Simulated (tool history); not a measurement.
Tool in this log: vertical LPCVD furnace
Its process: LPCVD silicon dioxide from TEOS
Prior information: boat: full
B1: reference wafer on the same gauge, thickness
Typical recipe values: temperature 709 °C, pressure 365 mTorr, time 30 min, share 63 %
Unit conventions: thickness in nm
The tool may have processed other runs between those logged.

run 1 hour=0 | temperature=709 pressure=365 time=30 share=63 | B1=222.89 | thickness=284.87
run 2 hour=13.8 | temperature=709 pressure=365 time=30 share=63 | B1=222.97 | thickness=285.16
run 3 hour=24.5 | temperature=709 pressure=365 time=30 share=63 | B1=223.27 | thickness=284.88
run 4 hour=40.9 | temperature=709 pressure=365 time=30 share=63 | B1=223.19 | thickness=285.16
run 5 hour=50 | temperature=709 pressure=365 time=30 share=63 | B1=223.12 | thickness=284.14
run 6 hour=61.8 | temperature=709 pressure=365 time=30 share=63 | B1=222.65 | thickness=284.33
run 7 hour=72.6 | temperature=709 pressure=365 time=30 share=63 | B1=223.01 | thickness=285.47
run 8 hour=106.4 | temperature=709 pressure=365 time=30 share=63 | B1=222.75 | thickness=285.91
run 9 hour=118.1 | temperature=709 pressure=430 time=33.5 share=63 | B1=223.09 | thickness=346.36
run 10 hour=127.1 | temperature=709 pressure=365 time=30 share=63 | B1=222.64 | thickness=286.78
run 11 hour=144.5 | temperature=709 pressure=365 time=30 share=63 | B1=223.08 | thickness=285.37
run 12 hour=160.2 | temperature=709 pressure=365 time=30 share=63 | B1=223.01 | thickness=288.07
run 13 hour=172.9 | temperature=709 pressure=365 time=33.5 share=59 | B1=222.98 | thickness=310.59
run 14 hour=190 | temperature=703 pressure=395 time=40.5 share=53 | B1=223 | thickness=321.73
-- hour=221.9 thermocouples replaced and temperature profile calibrated
-- hour=231.7 TEOS flow controller replaced
-- hour=236.1 gauge calibrated
-- hour=239.9 pressure gauge zeroed
run 15 hour=240.4 | temperature=709 pressure=365 time=30 share=63 | B1=222.83 | thickness=263.92
run 16 hour=244.6 | temperature=709 pressure=280 time=30 share=63 | B1=223.08 | thickness=231.96
run 17 hour=248.7 | temperature=709 pressure=365 time=30 share=63 | B1=223.22 | thickness=265.74
run 18 hour=252.8 | temperature=702 pressure=365 time=26 share=63 | B1=223.07 | thickness=194.73
run 19 hour=257 | temperature=703 pressure=330 time=22 share=72 | B1=222.94 | thickness=171.88
run 20 hour=261.1 | temperature=720 pressure=365 time=30 share=63 | B1=222.85 | thickness=337.68
run 21 hour=273.8 | temperature=709 pressure=365 time=34.5 share=63 | B1=223.37 | thickness=304.27
run 22 hour=286.5 | temperature=704 pressure=365 time=30 share=54 | B1=222.94 | thickness=218.23
run 23 hour=300.2 | temperature=697 pressure=305 time=30 share=63 | B1=222.73 | thickness=183.64
run 24 hour=307.8 | temperature=709 pressure=365 time=25.5 share=69 | B1=223.03 | thickness=236.3
run 25 hour=314.5 | temperature=709 pressure=365 time=30 share=63 | B1=222.81 | thickness=265.35
run 26 hour=323.8 | temperature=702 pressure=320 time=21 share=72 | B1=223.1 | thickness=158.42

How would selected steps in thickness from run to run divide? Give the signed amount a tool lacking its hidden state would still show from settings, what came in and random variation, and the signed amount left for the hidden state, including any gauge scatter that is not in both of the compared results.
Hidden state at play: true tube temperature minus thermocouple reading, K; true pressure minus gauge reading, mTorr; deviation of the TEOS flow from its setpoint, %; gauge reads high (%).
Run 8 -> 9: pressure 365 -> 430, time 30 -> 33.5. thickness +60.45 nm: hidden state +4.82, all else +55.63.
Run 14 -> 15: temperature 703 -> 709, pressure 395 -> 365, time 40.5 -> 30, share 53 -> 63, thermocouples replaced and temperature profile calibrated, TEOS flow controller replaced, gauge calibrated, pressure gauge zeroed. thickness -57.81 nm: hidden state -25.21, all else -32.6.
Run 19 -> 20: temperature 703 -> 720, pressure 330 -> 365, time 22 -> 30, share 72 -> 63. thickness +165.8 nm: hidden state +0.73, all else +165.07.
Run 25 -> 26: temperature 709 -> 702, pressure 365 -> 320, time 30 -> 21, share 63 -> 72. thickness -106.93 nm: hidden state -0.65, all else -106.28.
